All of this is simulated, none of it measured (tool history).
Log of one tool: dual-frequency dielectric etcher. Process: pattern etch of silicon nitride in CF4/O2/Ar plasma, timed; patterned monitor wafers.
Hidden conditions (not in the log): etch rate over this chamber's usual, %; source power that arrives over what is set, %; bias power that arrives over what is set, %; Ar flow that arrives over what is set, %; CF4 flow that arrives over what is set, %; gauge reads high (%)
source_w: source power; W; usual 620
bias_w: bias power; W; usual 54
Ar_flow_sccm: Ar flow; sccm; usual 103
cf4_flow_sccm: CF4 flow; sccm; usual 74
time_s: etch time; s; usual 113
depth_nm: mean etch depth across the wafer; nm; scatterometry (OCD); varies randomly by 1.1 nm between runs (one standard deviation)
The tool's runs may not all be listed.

| run | hour | source_w | bias_w | Ar_flow_sccm | cf4_flow_sccm | time_s | wafers since the last listed run | hours since the last wet clean | hours since the last source power generator calibration | hours since the last bias power generator calibration | hours since the last Ar flow controller change | hours since the last CF4 flow controller change | hours since the last upper electrode change | hours since the gauge calibration | read-back reference wafer on the same gauge, depth_nm | depth_nm |
|---|---|---|---|---|---|---|---|---|---|---|---|---|---|---|---|---|
| 1 | 0 | 620 | 54 | 103 | 74 | 95 | 0 | 33.2 | 63.7 | 600.4 | 4034.3 | 2553.4 | 172.8 | 1155.2 | 321.5 | 233.5 |
| 2 | 73.6 | 620 | 54 | 103 | 74 | 95 | 795 | 106.8 | 137.3 | 674 | 4107.9 | 2627 | 246.4 | 1228.8 | 321.3 | 233.7 |
| 3 | 134.2 | 620 | 54 | 103 | 74 | 113 | 655 | 167.4 | 197.9 | 734.6 | 4168.5 | 2687.6 | 307 | 1289.4 | 320.6 | 277.9 |
| 4 | 204.6 | 620 | 54 | 103 | 74 | 129.5 | 761 | 237.8 | 268.3 | 805 | 4238.9 | 2758 | 377.4 | 1359.8 | 320.6 | 319.7 |
|  | 263.7 | CF4 flow controller replaced |
| 5 | 301.6 | 620 | 46 | 77 | 74 | 113 | 983 | 334.8 | 365.3 | 902 | 4335.9 | 37.9 | 474.4 | 1456.8 | 321.4 | 275.7 |
|  | 388.4 | gauge calibrated |
| 6 | 391.1 | 620 | 54 | 81 | 74 | 113 | 967 | 424.3 | 454.8 | 991.5 | 4425.4 | 127.4 | 563.9 | 2.7 | 321.1 | 291.3 |
| 7 | 481.9 | 620 | 54 | 94 | 91 | 113 | 981 | 515.1 | 545.6 | 1082.3 | 4516.2 | 218.2 | 654.7 | 93.5 | 321.2 | 293 |
|  | 515 | Ar flow controller replaced |
| 8 | 528.4 | 680 | 54 | 103 | 87 | 113 | 437 | 561.6 | 592.1 | 1128.8 | 13.4 | 264.7 | 701.2 | 140 | 321.6 | 310.7 |
|  | 576.5 | wet clean of the chamber |
| 9 | 588 | 550 | 42 | 103 | 74 | 94 | 384 | 11.5 | 651.7 | 1188.4 | 73 | 324.3 | 760.8 | 199.6 | 320.8 | 192.8 |
| 10 | 678 | 540 | 54 | 103 | 64 | 113 | 973 | 101.5 | 741.7 | 1278.4 | 163 | 414.3 | 850.8 | 289.6 | 321.8 | 248.9 |
| 11 | 747.8 | 570 | 54 | 103 | 59 | 113 | 754 | 171.3 | 811.5 | 1348.2 | 232.8 | 484.1 | 920.6 | 359.4 | 320.6 | 255.6 |
| 12 | 836.1 | 620 | 54 | 103 | 74 | 113 | 954 | 259.6 | 899.8 | 1436.5 | 321.1 | 572.4 | 1008.9 | 447.7 | 321.1 | 281 |
| 13 | 930.4 | 500 | 59 | 103 | 86 | 133 | 1019 | 353.9 | 994.1 | 1530.8 | 415.4 | 666.7 | 1103.2 | 542 | 320.7 | 301.2 |
| 14 | 972.5 | 620 | 54 | 103 | 74 | 113 | 455 | 396 | 1036.2 | 1572.9 | 457.5 | 708.8 | 1145.3 | 584.1 | 320.7 | 285.8 |
| 15 | 1029 | 620 | 46 | 77 | 74 | 113 | 610 | 452.5 | 1092.7 | 1629.4 | 514 | 765.3 | 1201.8 | 640.6 | 320.7 | 279.6 |

Estimate the outcome of run 16 from the log above:
| 16 | 1069.4 | 620 | 54 | 95 | 74 | 113 | 436 | 492.9 | 1133.1 | 1669.8 | 554.4 | 805.7 | 1242.2 | 681 | ? | ? |

read-back reference wafer on the same gauge, depth_nm: 321.2
depth_nm: 288.8 nm
With no hidden state in the tool, this same run would have given depth_nm 278.2 nm.
